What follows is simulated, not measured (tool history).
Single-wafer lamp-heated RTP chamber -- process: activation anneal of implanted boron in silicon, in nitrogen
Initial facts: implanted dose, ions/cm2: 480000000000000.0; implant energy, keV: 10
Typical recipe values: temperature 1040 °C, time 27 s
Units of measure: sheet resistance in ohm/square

run,hour,temperature,time,"read-back reference wafer on the same gauge, sheet resistance",sheet resistance
1,0,1040,27,205.91,241.63
2,45.1,1040,27,206.08,241.66
3,76.9,1031,18,206.05,242.4
# hour 113.4: reflector plate cleaned
4,128.1,1040,27,205.98,241.02
5,177,1040,27,206.1,241.31
6,217.3,1040,27,205.88,240.3
7,244.8,1040,27,206.04,241.19
# hour 290.6: pyrometer window cleaned and pyrometer calibrated
8,293.9,1040,27,206.11,241.28
9,354.6,1058,27,205.99,239.92
# hour 374.1: gauge calibrated
10,415.9,1058,27,206.01,240.14
11,480.9,1058,27,205.97,239.69
12,540.7,1040,27,206.11,241.56
13,611.4,1015,22,205.92,242.54
# hour 622.4: reflector plate cleaned
14,649,1022,22,205.91,242.49
15,705.3,1040,27,205.98,241.55
# hour 721.1: pyrometer window cleaned and pyrometer calibrated
16,732.5,1061,27,206.02,239.41
17,789.4,1058,20,205.98,241.79
18,827.3,1022,35,205.99,241.34
19,880.9,1016,36,206.01,241.52
20,925.6,1052,12,205.94,243.13
21,987.7,1061,17,206.06,241.87
22,1054.5,1027,13,205.95,243.04
23,1088.1,1017,17,205.96,243.02
24,1118.9,1023,22,205.99,242.38
25,1143.8,1040,27,205.99,241.11
# hour 1159.2: pyrometer window cleaned and pyrometer calibrated
26,1168.3,1068,27,206.03,238.27
# hour 1176.9: reflector plate cleaned
27,1234.2,1040,27,205.94,241.46
28,1281.5,1040,27,205.99,241.88
29,1312.7,1040,31,205.99,241.31
30,1338,1032,17,205.89,243.24
31,1409.5,1020,13,206.01,243.91
32,1579.5,1040,27,206.07,241.22
33,1616.4,1040,41,205.92,239.38
# hour 1668: pyrometer window cleaned and pyrometer calibrated
34,1669.3,1056,27,205.95,240.12
# hour 1725.4: reflector plate cleaned
35,1729.2,1023,27,206.07,241.63
36,1782.4,1015,19,206.01,243.98

What if the next run were any one of these 4? Each begins from the tool's condition after run 36:
A,1782.8,1040,27,?,?
B,1782.8,1040,18,?,?
C,1782.8,1026,19,?,?
D,1782.8,1026,27,?,?

run,"read-back reference wafer on the same gauge, sheet resistance",sheet resistance
A,206.05,241.67
B,206.05,242.84
C,206.05,243.19
D,206.05,242.31
Without the tool's hidden state the same runs would have given:
run,sheet resistance
A,241.67
B,242.84
C,243.19
D,242.31
